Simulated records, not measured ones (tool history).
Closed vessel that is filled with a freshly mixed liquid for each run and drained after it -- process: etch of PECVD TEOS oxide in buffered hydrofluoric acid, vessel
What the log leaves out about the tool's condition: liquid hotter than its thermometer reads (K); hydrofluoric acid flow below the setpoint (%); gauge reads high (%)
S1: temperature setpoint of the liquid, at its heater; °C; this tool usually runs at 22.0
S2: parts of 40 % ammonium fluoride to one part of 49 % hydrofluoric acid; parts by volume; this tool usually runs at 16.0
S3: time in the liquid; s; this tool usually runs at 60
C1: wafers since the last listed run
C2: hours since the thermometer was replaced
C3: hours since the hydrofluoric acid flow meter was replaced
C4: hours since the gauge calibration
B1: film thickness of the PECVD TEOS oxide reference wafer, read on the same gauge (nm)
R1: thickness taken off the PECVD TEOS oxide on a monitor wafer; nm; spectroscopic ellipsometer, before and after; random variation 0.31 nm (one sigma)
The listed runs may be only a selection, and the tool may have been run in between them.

run	day	S1	S2	S3	C1	C2	C3	C4	B1	R1
1	0.000	22.0	16.0	60	0	1931.3	392.5	399.7	49.98	91.93
2	1.162	22.0	12.5	60	1827	1959.2	420.4	427.6	50.03	117.00
3	3.579	22.0	12.5	60	3799	2017.2	478.4	485.6	50.00	116.94
4	5.179	22.0	12.5	60	2515	2055.6	516.8	524.0	50.01	116.52
5	8.654	22.0	16.0	60	5464	2139.0	600.2	607.4	50.01	91.87
6	10.300	22.0	16.0	60	2587	2178.5	639.7	646.9	49.98	91.31
7	12.021	22.0	16.0	60	2705	2219.8	681.0	688.2	50.02	91.64
8	13.229	22.0	20.0	60	1899	2248.8	710.0	717.2	50.00	73.86
# day 14.771: hydrofluoric acid flow meter replaced
9	14.958	22.0	16.0	75	2653	2290.3	4.5	758.7	50.00	116.34
10	22.296	23.0	20.0	60	11537	2466.4	180.6	934.8	49.98	78.60
11	23.808	23.0	20.0	60	2378	2502.7	216.9	971.1	50.01	78.63
# day 24.479: gauge calibrated
12	26.246	23.0	20.0	60	3832	2561.2	275.4	42.4	50.01	78.37
# day 27.196: thermometer replaced
13	28.525	22.0	16.0	60	3518	31.9	330.1	97.1	50.00	91.92
14	30.492	22.0	16.0	60	3092	79.1	377.3	144.3	50.01	91.84
15	33.438	22.0	12.5	60	4631	149.8	448.0	215.0	49.99	116.64
16	35.596	22.0	10.5	40	3393	201.6	499.8	266.8	49.99	92.29
17	37.154	25.0	16.0	60	2450	239.0	537.2	304.2	50.00	107.48
# day 38.283: hydrofluoric acid flow meter replaced
18	39.017	25.0	20.5	30	2863	283.7	17.6	348.9	50.01	42.99
19	41.104	20.5	16.0	50	3282	333.8	67.7	399.0	50.01	70.70
20	42.412	22.0	16.0	60	2057	365.2	99.1	430.4	49.98	92.59
21	44.879	22.0	16.0	50	3878	424.4	158.3	489.6	50.00	77.18
22	47.871	25.0	20.5	30	4704	496.2	230.1	561.4	49.98	43.14
23	50.121	22.0	16.0	60	3537	550.2	284.1	615.4	49.98	92.31
24	51.358	22.0	11.5	70	1945	579.9	313.8	645.1	50.02	148.37
25	53.708	20.5	20.5	60	3695	636.3	370.2	701.5	49.98	66.94
26	56.350	25.5	16.0	75	4153	699.7	433.6	764.9	50.00	137.98
27	58.592	18.5	20.0	80	3524	753.5	487.4	818.7	49.99	80.08
28	60.283	20.5	11.5	90	2659	794.1	528.0	859.3	50.01	173.85
29	62.929	22.0	20.0	80	4160	857.6	591.5	922.8	49.96	98.15

Describe how what the log doesn't record of the tool's condition differs between the last listed run preceding each entry between runs and the first listed run following it.
Logged between run 8 and run 9: hydrofluoric acid flow meter replaced (day 14.771)
  hydrofluoric acid flow below the setpoint (%): 2.34 -> 0.16
  difference, measured minus the result without the unlogged condition, R1: -1.21 -> -0.19 nm
Logged between run 11 and run 12: gauge calibrated (day 24.479)
  hydrofluoric acid flow below the setpoint (%): 0.828 -> 1.01
  difference, measured minus the result without the unlogged condition, R1: -0.45 -> -0.55 nm
Logged between run 12 and run 13: thermometer replaced (day 27.196)
  hydrofluoric acid flow below the setpoint (%): 1.01 -> 1.18
  difference, measured minus the result without the unlogged condition, R1: -0.55 -> -1.08 nm
Logged between run 17 and run 18: hydrofluoric acid flow meter replaced (day 38.283)
  hydrofluoric acid flow below the setpoint (%): 1.84 -> 0.587
  difference, measured minus the result without the unlogged condition, R1: -1.98 -> -0.18 nm

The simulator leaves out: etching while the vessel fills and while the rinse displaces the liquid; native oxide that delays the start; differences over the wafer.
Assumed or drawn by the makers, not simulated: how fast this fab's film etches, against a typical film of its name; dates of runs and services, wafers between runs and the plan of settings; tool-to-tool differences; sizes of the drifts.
